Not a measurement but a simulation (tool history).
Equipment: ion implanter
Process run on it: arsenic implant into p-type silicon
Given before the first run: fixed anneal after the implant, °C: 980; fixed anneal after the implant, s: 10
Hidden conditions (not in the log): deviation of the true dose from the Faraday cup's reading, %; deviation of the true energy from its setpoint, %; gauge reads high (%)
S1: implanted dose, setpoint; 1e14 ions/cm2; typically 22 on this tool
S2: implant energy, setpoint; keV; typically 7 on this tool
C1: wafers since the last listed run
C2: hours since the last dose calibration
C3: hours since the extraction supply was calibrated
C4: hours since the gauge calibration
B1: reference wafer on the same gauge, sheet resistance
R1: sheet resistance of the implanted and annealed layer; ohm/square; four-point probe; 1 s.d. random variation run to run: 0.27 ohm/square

{"run": 1, "day": 0.0, "S1": 22, "S2": 7, "C1": 0, "C2": 683, "C3": 5632.1, "C4": 439.6, "B1": 150, "R1": 177.65}
{"run": 2, "day": 0.854, "S1": 22, "S2": 7, "C1": 256, "C2": 703.5, "C3": 5652.6, "C4": 460.1, "B1": 150.06, "R1": 177.89}
{"run": 3, "day": 1.808, "S1": 22, "S2": 7, "C1": 285, "C2": 726.4, "C3": 5675.5, "C4": 483, "B1": 150.05, "R1": 177.74}
{"run": 4, "day": 2.921, "S1": 22, "S2": 7, "C1": 333, "C2": 753.1, "C3": 5702.2, "C4": 509.7, "B1": 149.96, "R1": 177.64}
{"run": 5, "day": 4.258, "S1": 22, "S2": 7, "C1": 400, "C2": 785.2, "C3": 5734.3, "C4": 541.8, "B1": 150.08, "R1": 177.84}
{"run": 6, "day": 5.308, "S1": 22, "S2": 7.5, "C1": 314, "C2": 810.4, "C3": 5759.5, "C4": 567, "B1": 149.96, "R1": 175.05}
{"run": 7, "day": 5.938, "S1": 22, "S2": 7.5, "C1": 188, "C2": 825.5, "C3": 5774.6, "C4": 582.1, "B1": 149.98, "R1": 174.58}
{"run": 8, "day": 6.571, "S1": 22, "S2": 7, "C1": 189, "C2": 840.7, "C3": 5789.8, "C4": 597.3, "B1": 150.03, "R1": 177.47}
{"run": 9, "day": 7.792, "S1": 22, "S2": 7, "C1": 365, "C2": 870, "C3": 5819.1, "C4": 626.6, "B1": 150, "R1": 177.6}
{"run": 10, "day": 8.367, "S1": 22, "S2": 7, "C1": 172, "C2": 883.8, "C3": 5832.9, "C4": 640.4, "B1": 150.1, "R1": 178.17}
{"run": 11, "day": 9.654, "S1": 19.66, "S2": 7, "C1": 385, "C2": 914.7, "C3": 5863.8, "C4": 671.3, "B1": 150.04, "R1": 181.2}
{"run": 12, "day": 10.904, "S1": 19.66, "S2": 7, "C1": 374, "C2": 944.7, "C3": 5893.8, "C4": 701.3, "B1": 149.97, "R1": 181.32}
{"run": 13, "day": 11.85, "S1": 22, "S2": 6, "C1": 283, "C2": 967.4, "C3": 5916.5, "C4": 724, "B1": 149.92, "R1": 185.41}
{"run": 14, "day": 12.704, "S1": 22, "S2": 6, "C1": 256, "C2": 987.9, "C3": 5937, "C4": 744.5, "B1": 150.05, "R1": 185.06}
{"day": 14.329, "done": "extraction supply calibrated"}
{"run": 15, "day": 14.35, "S1": 25.91, "S2": 7, "C1": 393, "C2": 1027.4, "C3": 0.5, "C4": 784, "B1": 150, "R1": 173.76}
{"run": 16, "day": 15.108, "S1": 25.91, "S2": 7, "C1": 227, "C2": 1045.6, "C3": 18.7, "C4": 802.2, "B1": 150.01, "R1": 174.09}
{"day": 16.004, "done": "Faraday cup replaced and dose calibrated"}
{"run": 17, "day": 16.567, "S1": 19.48, "S2": 7, "C1": 337, "C2": 13.5, "C3": 53.7, "C4": 837.2, "B1": 149.99, "R1": 180.59}
{"run": 18, "day": 20.362, "S1": 17.07, "S2": 7.5, "C1": 1137, "C2": 104.6, "C3": 144.8, "C4": 928.3, "B1": 150, "R1": 180.71}
{"run": 19, "day": 21.046, "S1": 25.86, "S2": 8, "C1": 204, "C2": 121, "C3": 161.2, "C4": 944.7, "B1": 149.93, "R1": 167.32}
{"run": 20, "day": 22.167, "S1": 24.49, "S2": 8.5, "C1": 335, "C2": 147.9, "C3": 188.1, "C4": 971.6, "B1": 150, "R1": 165.87}
{"run": 21, "day": 23.1, "S1": 22, "S2": 7, "C1": 279, "C2": 170.3, "C3": 210.5, "C4": 994, "B1": 150, "R1": 176.72}
{"run": 22, "day": 23.888, "S1": 24.16, "S2": 8.5, "C1": 236, "C2": 189.2, "C3": 229.4, "C4": 1012.9, "B1": 150.02, "R1": 166.46}
{"run": 23, "day": 24.938, "S1": 22, "S2": 9, "C1": 314, "C2": 214.4, "C3": 254.6, "C4": 1038.1, "B1": 150.02, "R1": 166.08}
{"day": 26.725, "done": "gauge calibrated"}
{"run": 24, "day": 26.804, "S1": 28.12, "S2": 6, "C1": 559, "C2": 259.2, "C3": 299.4, "C4": 1.9, "B1": 149.98, "R1": 178.12}
{"run": 25, "day": 27.704, "S1": 25.75, "S2": 5, "C1": 269, "C2": 280.8, "C3": 321, "C4": 23.5, "B1": 149.98, "R1": 188.83}
{"run": 26, "day": 28.862, "S1": 22, "S2": 7, "C1": 347, "C2": 308.6, "C3": 348.8, "C4": 51.3, "B1": 150.01, "R1": 177.22}
{"run": 27, "day": 30.308, "S1": 22, "S2": 7, "C1": 433, "C2": 343.3, "C3": 383.5, "C4": 86, "B1": 150.03, "R1": 177.16}
{"run": 28, "day": 30.892, "S1": 19.26, "S2": 5.5, "C1": 174, "C2": 357.3, "C3": 397.5, "C4": 100, "B1": 149.91, "R1": 192.24}
{"run": 29, "day": 31.775, "S1": 22, "S2": 7, "C1": 264, "C2": 378.5, "C3": 418.7, "C4": 121.2, "B1": 149.96, "R1": 177.27}
{"run": 30, "day": 32.696, "S1": 27.37, "S2": 5, "C1": 276, "C2": 400.6, "C3": 440.8, "C4": 143.3, "B1": 149.99, "R1": 187.26}
{"run": 31, "day": 34.129, "S1": 18.21, "S2": 5.5, "C1": 429, "C2": 435, "C3": 475.2, "C4": 177.7, "B1": 149.99, "R1": 194.74}
{"run": 32, "day": 35.621, "S1": 20.31, "S2": 9, "C1": 447, "C2": 470.8, "C3": 511, "C4": 213.5, "B1": 149.95, "R1": 167.71}
{"run": 33, "day": 37.067, "S1": 22, "S2": 7, "C1": 433, "C2": 505.5, "C3": 545.7, "C4": 248.2, "B1": 150, "R1": 178.27}
{"run": 34, "day": 38.258, "S1": 18.81, "S2": 8, "C1": 357, "C2": 534.1, "C3": 574.3, "C4": 276.8, "B1": 150.02, "R1": 175.52}

Pick out some run-to-run changes in R1. Of each, how much would a tool without hidden state show as well, from the settings, what came in and chance, and how much is left for the hidden state and any gauge scatter not in both results compared?
Run 16 -> 17: S1 25.91 -> 19.48, Faraday cup replaced and dose calibrated. R1 +6.5 ohm/square: hidden state -1, all else +7.5.
Run 17 -> 18: S1 19.48 -> 17.07, S2 7 -> 7.5. R1 +0.12 ohm/square: hidden state +0.11, all else +0.01.
Run 27 -> 28: S1 22 -> 19.26, S2 7 -> 5.5. R1 +15.08 ohm/square: hidden state +0.06, all else +15.02.
Run 28 -> 29: S1 19.26 -> 22, S2 5.5 -> 7. R1 -14.97 ohm/square: hidden state -0.02, all else -14.95.
Run 30 -> 31: S1 27.37 -> 18.21, S2 5 -> 5.5. R1 +7.48 ohm/square: hidden state +0.13, all else +7.35.
Run 31 -> 32: S1 18.21 -> 20.31, S2 5.5 -> 9. R1 -27.03 ohm/square: hidden state -0.08, all else -26.95.
